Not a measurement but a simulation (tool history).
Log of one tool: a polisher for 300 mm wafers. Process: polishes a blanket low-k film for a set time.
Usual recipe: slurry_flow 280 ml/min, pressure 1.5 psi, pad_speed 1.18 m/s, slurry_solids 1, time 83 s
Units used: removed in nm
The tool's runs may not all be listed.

run   hour  slurry_flow  pressure  pad_speed  slurry_solids  time  incoming thickness of the incoming film, nm  removed
  1      0          280       1.5       1.18              1    83                                          791     29.1
  2   12.4          280       1.5       1.18              1    83                                        783.7       29
  3   48.1          280       1.5       1.18              1    83                                        785.1     29.1
      69.7  -- head pressure recalibrated
  4   83.2          280       1.5       1.18              1    83                                        796.1     28.9
     111.8  -- worn pad replaced by a new one
  5  112.3          280       1.5       1.18              1    83                                        797.7     28.7
     125.4  -- conditioning disc replaced and pad reconditioned
  6  125.9          280       1.5       1.18              1    83                                        783.8     28.6
  7  148.6          280       1.5       1.18              1    83                                        792.6     28.9
  8  182.4          280       1.5       1.18              1    83                                        783.4     28.7
  9  201.1          280       1.5       1.18              1    83                                        780.9     28.5
     212.3  -- slurry blender recalibrated
 10  232.9          280       1.2       1.18              1    72                                          779     20.3
 11  268.1          210       1.1       1.18              1    83                                        787.1     20.6
       281  -- worn pad replaced by a new one
 12  291.2          280       1.6       1.18              1    83                                        795.1     29.6
     305.3  -- conditioning disc replaced and pad reconditioned
 13  314.8          280       1.5       1.36           0.75    96                                        783.6     32.9
 14  327.1          280       1.5       1.18              1    83                                        791.2     27.8
     370.2  -- slurry nozzle cleaned
 15  425.1          280       1.5       1.18            1.2    63                                        787.7     23.1
 16  450.1          335       1.5       0.76              1   103                                        784.1     28.3
     467.6  -- worn pad replaced by a new one
 17  473.9          335       1.9          1              1   101                                        777.4     40.4
 18    502          280       1.5       1.18              1    83                                        792.6     28.8
     523.6  -- conditioning disc replaced and pad reconditioned
 19  532.3          280       1.5       1.18           1.25   101                                        782.5       38
       538  -- slurry blender recalibrated
 20  561.1          280       1.2       1.18              1    83                                        793.2     24.6
 21  578.5          355       1.5       1.18              1    83                                        795.5     29.7
 22  607.9          280       1.7       1.18            0.9    68                                        789.5     25.7
     621.1  -- head pressure recalibrated
 23  636.6          320       1.3        1.4              1    74                                        790.3     25.8
 24  653.2          280       1.5       1.18            0.9    83                                        802.9     28.4
     690.2  -- worn pad replaced by a new one
 25  690.7          280       1.5       1.18            0.9    83                                          790     28.8
     708.2  -- conditioning disc replaced and pad reconditioned
 26  722.1          280       1.1       0.94              1    83                                          791     19.3

Consider 3 possible next runs. They are alternatives, not a sequence: every one starts from the tool as it was left by run 26. What does each give?
  A  722.5          320       1.5       1.18              1    83                                        797.8        ?
  B  722.5          280       1.8       1.18              1    83                                        797.8        ?
  C  722.5          210       1.5       1.18              1    83                                        797.8        ?

run  removed
  A     29.3
  B       34
  C     27.8
Without the tool's hidden state the same runs would have given:
run  removed
  A     29.6
  B     34.3
  C     28.2
